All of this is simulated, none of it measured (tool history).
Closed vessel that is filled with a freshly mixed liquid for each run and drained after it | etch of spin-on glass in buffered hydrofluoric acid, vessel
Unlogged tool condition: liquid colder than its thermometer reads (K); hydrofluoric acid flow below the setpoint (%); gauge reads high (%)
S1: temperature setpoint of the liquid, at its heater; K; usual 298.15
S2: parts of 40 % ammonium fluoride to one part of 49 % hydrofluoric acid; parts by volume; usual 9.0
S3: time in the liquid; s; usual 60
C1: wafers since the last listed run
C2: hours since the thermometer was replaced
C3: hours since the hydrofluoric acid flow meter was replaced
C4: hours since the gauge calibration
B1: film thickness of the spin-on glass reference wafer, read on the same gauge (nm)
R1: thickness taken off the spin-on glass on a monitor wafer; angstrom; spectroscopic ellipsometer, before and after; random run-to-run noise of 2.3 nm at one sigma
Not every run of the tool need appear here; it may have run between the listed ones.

{"run": 1, "hour": 0.0, "S1": 300.65, "S2": 11.5, "S3": 60, "C1": 0, "C2": 445.5, "C3": 1708.5, "C4": 434.7, "B1": 59.73, "R1": 2700.7}
{"run": 2, "hour": 26.2, "S1": 300.65, "S2": 11.5, "S3": 60, "C1": 2877, "C2": 471.7, "C3": 1734.7, "C4": 460.9, "B1": 59.61, "R1": 2675.7}
{"run": 3, "hour": 46.0, "S1": 298.15, "S2": 7.5, "S3": 60, "C1": 2174, "C2": 491.5, "C3": 1754.5, "C4": 480.7, "B1": 59.64, "R1": 3519.3}
{"run": 4, "hour": 72.2, "S1": 298.15, "S2": 7.5, "S3": 60, "C1": 2877, "C2": 517.7, "C3": 1780.7, "C4": 506.9, "B1": 59.57, "R1": 3449.3}
{"run": 5, "hour": 88.1, "S1": 298.15, "S2": 7.5, "S3": 60, "C1": 1746, "C2": 533.6, "C3": 1796.6, "C4": 522.8, "B1": 59.54, "R1": 3479.7}
{"run": 6, "hour": 108.6, "S1": 298.15, "S2": 9.0, "S3": 60, "C1": 2251, "C2": 554.1, "C3": 1817.1, "C4": 543.3, "B1": 59.46, "R1": 2891.8}
{"run": 7, "hour": 139.4, "S1": 298.15, "S2": 9.0, "S3": 35, "C1": 3382, "C2": 584.9, "C3": 1847.9, "C4": 574.1, "B1": 59.37, "R1": 1664.9}
{"run": 8, "hour": 169.4, "S1": 298.15, "S2": 9.0, "S3": 35, "C1": 3295, "C2": 614.9, "C3": 1877.9, "C4": 604.1, "B1": 59.29, "R1": 1670.2}
{"run": 9, "hour": 195.1, "S1": 298.15, "S2": 9.0, "S3": 35, "C1": 2822, "C2": 640.6, "C3": 1903.6, "C4": 629.8, "B1": 59.18, "R1": 1663.6}
{"hour": 206.4, "done": "thermometer replaced"}
{"run": 10, "hour": 230.3, "S1": 300.65, "S2": 9.0, "S3": 75, "C1": 3756, "C2": 23.9, "C3": 1938.8, "C4": 665.0, "B1": 59.09, "R1": 4017.6}
{"run": 11, "hour": 254.9, "S1": 302.65, "S2": 6.0, "S3": 45, "C1": 2701, "C2": 48.5, "C3": 1963.4, "C4": 689.6, "B1": 59.01, "R1": 4055.6}
{"run": 12, "hour": 281.6, "S1": 298.15, "S2": 9.0, "S3": 30, "C1": 2932, "C2": 75.2, "C3": 1990.1, "C4": 716.3, "B1": 58.9, "R1": 1409.9}
{"run": 13, "hour": 314.2, "S1": 298.15, "S2": 11.0, "S3": 60, "C1": 3580, "C2": 107.8, "C3": 2022.7, "C4": 748.9, "B1": 58.76, "R1": 2449.2}
{"run": 14, "hour": 340.7, "S1": 298.15, "S2": 6.5, "S3": 75, "C1": 2910, "C2": 134.3, "C3": 2049.2, "C4": 775.4, "B1": 58.67, "R1": 4964.1}
{"run": 15, "hour": 359.4, "S1": 302.15, "S2": 9.0, "S3": 60, "C1": 2053, "C2": 153.0, "C3": 2067.9, "C4": 794.1, "B1": 58.64, "R1": 3548.0}
{"run": 16, "hour": 389.8, "S1": 298.15, "S2": 6.5, "S3": 45, "C1": 3338, "C2": 183.4, "C3": 2098.3, "C4": 824.5, "B1": 58.47, "R1": 2932.0}
{"run": 17, "hour": 422.7, "S1": 301.15, "S2": 9.0, "S3": 80, "C1": 3613, "C2": 216.3, "C3": 2131.2, "C4": 857.4, "B1": 58.32, "R1": 4448.4}
{"run": 18, "hour": 442.9, "S1": 294.65, "S2": 8.0, "S3": 80, "C1": 2218, "C2": 236.5, "C3": 2151.4, "C4": 877.6, "B1": 58.25, "R1": 3495.5}
{"run": 19, "hour": 477.2, "S1": 300.65, "S2": 6.0, "S3": 30, "C1": 3767, "C2": 270.8, "C3": 2185.7, "C4": 911.9, "B1": 58.12, "R1": 2429.4}
{"run": 20, "hour": 509.2, "S1": 296.65, "S2": 12.5, "S3": 90, "C1": 3514, "C2": 302.8, "C3": 2217.7, "C4": 943.9, "B1": 57.98, "R1": 2948.9}
{"hour": 528.8, "done": "hydrofluoric acid flow meter replaced"}
{"run": 21, "hour": 542.0, "S1": 296.65, "S2": 12.5, "S3": 90, "C1": 3492, "C2": 335.6, "C3": 13.2, "C4": 976.7, "B1": 57.82, "R1": 2957.9}
{"run": 22, "hour": 574.4, "S1": 295.15, "S2": 9.0, "S3": 60, "C1": 3558, "C2": 368.0, "C3": 45.6, "C4": 1009.1, "B1": 57.64, "R1": 2347.6}
{"run": 23, "hour": 587.8, "S1": 298.15, "S2": 9.0, "S3": 35, "C1": 1471, "C2": 381.4, "C3": 59.0, "C4": 1022.5, "B1": 57.57, "R1": 1642.3}
{"hour": 611.4, "done": "gauge calibrated"}
{"run": 24, "hour": 618.7, "S1": 298.15, "S2": 9.0, "S3": 60, "C1": 3393, "C2": 412.3, "C3": 89.9, "C4": 7.3, "B1": 60.13, "R1": 2927.6}
{"run": 25, "hour": 647.7, "S1": 294.65, "S2": 8.0, "S3": 30, "C1": 3185, "C2": 441.3, "C3": 118.9, "C4": 36.3, "B1": 60.15, "R1": 1369.3}
{"run": 26, "hour": 683.3, "S1": 296.15, "S2": 10.5, "S3": 35, "C1": 3910, "C2": 476.9, "C3": 154.5, "C4": 71.9, "B1": 60.15, "R1": 1368.9}
{"run": 27, "hour": 709.7, "S1": 298.15, "S2": 9.0, "S3": 60, "C1": 2899, "C2": 503.3, "C3": 180.9, "C4": 98.3, "B1": 60.1, "R1": 2883.5}
{"run": 28, "hour": 724.3, "S1": 298.15, "S2": 9.0, "S3": 60, "C1": 1603, "C2": 517.9, "C3": 195.5, "C4": 112.9, "B1": 60.15, "R1": 2923.8}
{"run": 29, "hour": 740.6, "S1": 298.15, "S2": 9.0, "S3": 60, "C1": 1790, "C2": 534.2, "C3": 211.8, "C4": 129.2, "B1": 60.13, "R1": 2938.6}
{"run": 30, "hour": 765.3, "S1": 298.15, "S2": 9.0, "S3": 60, "C1": 2712, "C2": 558.9, "C3": 236.5, "C4": 153.9, "B1": 60.09, "R1": 2853.7}
{"run": 31, "hour": 788.5, "S1": 298.15, "S2": 9.0, "S3": 35, "C1": 2548, "C2": 582.1, "C3": 259.7, "C4": 177.1, "B1": 60.06, "R1": 1701.1}
{"run": 32, "hour": 858.1, "S1": 299.65, "S2": 6.5, "S3": 75, "C1": 7644, "C2": 651.7, "C3": 329.3, "C4": 246.7, "B1": 60.01, "R1": 5537.7}
{"hour": 873.6, "done": "thermometer replaced"}
{"run": 33, "hour": 888.9, "S1": 302.65, "S2": 10.5, "S3": 35, "C1": 3273, "C2": 15.3, "C3": 360.1, "C4": 277.5, "B1": 59.94, "R1": 1909.3}

Below are 4 alternative next runs, each starting from the tool's condition after run 33. Predict each:
{"run": "A", "hour": 889.6, "S1": 298.15, "S2": 9.0, "S3": 60, "C1": 76, "C2": 16.0, "C3": 360.8, "C4": 278.2, "B1": "?", "R1": "?"}
{"run": "B", "hour": 889.6, "S1": 294.15, "S2": 9.0, "S3": 90, "C1": 76, "C2": 16.0, "C3": 360.8, "C4": 278.2, "B1": "?", "R1": "?"}
{"run": "C", "hour": 889.6, "S1": 298.15, "S2": 10.5, "S3": 30, "C1": 76, "C2": 16.0, "C3": 360.8, "C4": 278.2, "B1": "?", "R1": "?"}
{"run": "D", "hour": 889.6, "S1": 303.15, "S2": 12.0, "S3": 40, "C1": 76, "C2": 16.0, "C3": 360.8, "C4": 278.2, "B1": "?", "R1": "?"}

run=A B1=59.97 R1=2897.3
run=B B1=59.97 R1=3489.7
run=C B1=59.97 R1=1293.0
run=D B1=59.97 R1=1976.0
The same runs, with their run-to-run variation unchanged, on a tool lacking any hidden condition would have given:
run=A R1=2898.7
run=B R1=3491.3
run=C R1=1293.6
run=D R1=1977.0
